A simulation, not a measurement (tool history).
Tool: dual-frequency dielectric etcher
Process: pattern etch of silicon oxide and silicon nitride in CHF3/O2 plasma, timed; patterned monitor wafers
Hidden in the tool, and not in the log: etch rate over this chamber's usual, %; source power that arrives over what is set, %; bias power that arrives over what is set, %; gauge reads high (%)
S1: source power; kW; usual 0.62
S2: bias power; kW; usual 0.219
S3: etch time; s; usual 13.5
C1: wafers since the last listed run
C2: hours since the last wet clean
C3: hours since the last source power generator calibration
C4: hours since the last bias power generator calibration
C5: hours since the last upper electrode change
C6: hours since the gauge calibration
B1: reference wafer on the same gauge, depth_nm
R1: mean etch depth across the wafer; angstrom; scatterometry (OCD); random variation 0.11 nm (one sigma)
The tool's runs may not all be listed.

run,day,S1,S2,S3,C1,C2,C3,C4,C5,C6,B1,R1
1,0,0.62,0.219,13.5,0,42.5,4399,1451.1,4870.9,132.8,21,212.5
2,0.871,0.62,0.219,13.5,308,63.4,4419.9,1472,4891.8,153.7,20.98,213
3,1.654,0.62,0.181,12,277,82.2,4438.7,1490.8,4910.6,172.5,21,176.3
4,4.346,0.62,0.219,13.5,952,146.8,4503.3,1555.4,4975.2,237.1,21.04,217.5
5,5.225,0.56,0.219,13.5,311,167.9,4524.4,1576.5,4996.3,258.2,20.96,208.4
6,6.338,0.56,0.219,13.5,393,194.6,4551.1,1603.2,5023,284.9,20.98,209.5
7,8.238,0.62,0.219,16.5,672,240.2,4596.7,1648.8,5068.6,330.5,20.99,267.6
8,8.942,0.62,0.219,16.5,249,257.1,4613.6,1665.7,5085.5,347.4,21.01,269.4
9,10,0.62,0.219,13.5,374,282.5,4639,1691.1,5110.9,372.8,21.02,217.6
10,10.567,0.62,0.219,10.5,200,296.1,4652.6,1704.7,5124.5,386.4,21.01,171.5
11,11.167,0.62,0.219,10.5,212,310.5,4667,1719.1,5138.9,400.8,21.03,172.2

Forecast run 12:
12,11.746,0.47,0.219,13.5,205,324.4,4680.9,1733,5152.8,414.7,?,?

B1: 20.99
R1: 199.2 angstrom
Without the tool's hidden state the same run would have given R1 191 angstrom.

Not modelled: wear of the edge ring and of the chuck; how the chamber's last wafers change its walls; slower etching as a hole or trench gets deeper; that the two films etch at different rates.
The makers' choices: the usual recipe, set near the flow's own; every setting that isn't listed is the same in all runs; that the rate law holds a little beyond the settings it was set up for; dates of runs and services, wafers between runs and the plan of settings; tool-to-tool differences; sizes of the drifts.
